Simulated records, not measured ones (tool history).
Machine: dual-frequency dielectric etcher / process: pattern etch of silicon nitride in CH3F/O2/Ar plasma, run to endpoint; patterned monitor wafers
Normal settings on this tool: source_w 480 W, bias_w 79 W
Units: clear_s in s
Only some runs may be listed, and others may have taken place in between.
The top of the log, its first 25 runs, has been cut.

run	hour	source_w	bias_w	wafers since the last listed run	hours since the last wet clean	hours since the last source power generator calibration	hours since the last bias power generator calibration	hours since the last upper electrode change	incoming incoming film thickness, nm	clear_s
26	1560.7	570	62	477	54.2	913.3	644.2	758.2	25.08	34.5
27	1603.3	480	79	401	96.8	955.9	686.8	800.8	25.62	36.2
28	1630.2	430	97	253	123.7	982.8	713.7	827.7	25.33	36.1
29	1806.3	440	96	1658	299.8	1158.9	889.8	1003.8	25.53	36
30	1859.1	450	79	497	352.6	1211.7	942.6	1056.6	25.59	38.1
31	1910	560	64	479	403.5	1262.6	993.5	1107.5	25.44	34.8
# hour 1948.3: wet clean of the chamber
32	1970.5	480	96	343	22.2	1323.1	1054	1168	25.41	34.1
33	2025.4	480	84	516	77.1	1378	1108.9	1222.9	25.14	34.8
34	2075.4	480	89	470	127.1	1428	1158.9	1272.9	25.2	34.4
35	2106.3	480	79	290	158	1458.9	1189.8	1303.8	25.34	35.8

What if the next run were any one of these 4? Each begins from the tool's condition after run 35:
A	2106.7	480	79	3	158.4	1459.3	1190.2	1304.2	25.25	?
B	2106.7	360	85	3	158.4	1459.3	1190.2	1304.2	25.25	?
C	2106.7	600	72	3	158.4	1459.3	1190.2	1304.2	25.25	?
D	2106.7	580	91	3	158.4	1459.3	1190.2	1304.2	25.25	?

run	clear_s
A	35.6
B	42.2
C	32.1
D	30.6
With no hidden state in the tool, these same runs would have given:
run	clear_s
A	36.1
B	42.8
C	32.6
D	31.1
